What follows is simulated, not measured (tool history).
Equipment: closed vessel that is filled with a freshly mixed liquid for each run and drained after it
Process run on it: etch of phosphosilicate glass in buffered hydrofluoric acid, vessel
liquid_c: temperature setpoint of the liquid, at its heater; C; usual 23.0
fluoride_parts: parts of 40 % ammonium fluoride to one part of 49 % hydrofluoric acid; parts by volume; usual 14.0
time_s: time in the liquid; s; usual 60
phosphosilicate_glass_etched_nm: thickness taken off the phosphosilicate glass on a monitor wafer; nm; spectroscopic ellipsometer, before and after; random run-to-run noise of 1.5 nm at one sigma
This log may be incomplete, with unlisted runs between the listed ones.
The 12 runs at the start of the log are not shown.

run   hour  liquid_c  fluoride_parts  time_s  wafers since the last listed run  hours since the thermometer was replaced  hours since the hydrofluoric acid flow meter was replaced  hours since the gauge calibration  read-back film thickness of the phosphosilicate glass reference wafer, read on the same gauge (nm)  phosphosilicate_glass_etched_nm
 13  423.3      23.0            14.0      60                              3087                                     153.9                                                     2546.0                              857.3                                                                                               29.98                           206.63
     460.3  -- hydrofluoric acid flow meter replaced
 14  476.1      23.0            14.0      60                              6347                                     206.7                                                       15.8                              910.1                                                                                               30.01                           179.94
 15  511.3      23.0            11.5      60                              4313                                     241.9                                                       51.0                              945.3                                                                                               29.97                           217.43
 16  527.0      25.5            17.5      60                              1923                                     257.6                                                       66.7                              961.0                                                                                               29.99                           168.00
 17  550.5      23.0            19.0      60                              2879                                     281.1                                                       90.2                              984.5                                                                                               30.01                           134.68
 18  618.6      20.0            14.0      95                              8344                                     349.2                                                      158.3                             1052.6                                                                                               29.98                           244.70
 19  638.0      23.0            14.0      60                              2377                                     368.6                                                      177.7                             1072.0                                                                                               30.03                           182.96
 20  668.2      21.0            10.5      80                              3700                                     398.8                                                      207.9                             1102.2                                                                                               29.99                           289.26
 21  697.9      23.0            14.0      60                              3639                                     428.5                                                      237.6                             1131.9                                                                                               30.01                           182.47
     704.3  -- gauge calibrated
 22  733.1      24.5             8.5      50                              4313                                     463.7                                                      272.8                               28.8                                                                                               30.01                           260.51
 23  762.4      23.0            14.0      60                              3590                                     493.0                                                      302.1                               58.1                                                                                               29.98                           178.88
 24  792.3      23.0            15.5      90                              3663                                     522.9                                                      332.0                               88.0                                                                                               30.00                           245.95
 25  811.5      27.0            14.0      60                              2352                                     542.1                                                      351.2                              107.2                                                                                               29.98                           225.74
 26  841.0      23.0            14.0      60                              3614                                     571.6                                                      380.7                              136.7                                                                                               29.99                           181.20
 27  855.5      23.0            14.0      60                              1776                                     586.1                                                      395.2                              151.2                                                                                               30.02                           182.69
 28  878.6      24.5            10.5      30                              2830                                     609.2                                                      418.3                              174.3                                                                                               29.96                           130.50
 29  899.1      23.0            14.0      60                              2511                                     629.7                                                      438.8                              194.8                                                                                               30.01                           181.83
 30  916.5      18.5            14.0      60                              2132                                     647.1                                                      456.2                              212.2                                                                                               29.98                           140.85
 31  941.5      26.0             9.0      40                              3063                                     672.1                                                      481.2                              237.2                                                                                               30.04                           211.02
 32  959.3      27.5            14.0      60                              2181                                     689.9                                                      499.0                              255.0                                                                                               30.01                           231.50
 33  986.3      23.0            10.0      60                              3308                                     716.9                                                      526.0                              282.0                                                                                               29.99                           246.31

Below are 3 alternative next runs, each starting from the tool's condition after run 33. Predict each:
  A  987.0      23.0            14.0      60                                85                                     717.6                                                      526.7                              282.7                                                                                                   ?                                ?
  B  987.0      23.0            14.0      30                                85                                     717.6                                                      526.7                              282.7                                                                                                   ?                                ?
  C  987.0      26.5            16.0      90                                85                                     717.6                                                      526.7                              282.7                                                                                                   ?                                ?

run  read-back film thickness of the phosphosilicate glass reference wafer, read on the same gauge (nm)  phosphosilicate_glass_etched_nm
  A                                                                                               29.98                           179.47
  B                                                                                               29.98                            89.74
  C                                                                                               29.98                           285.92
Had the tool no hidden state, the same runs would have come out as:
run  phosphosilicate_glass_etched_nm
  A                           183.28
  B                            91.64
  C                           291.66
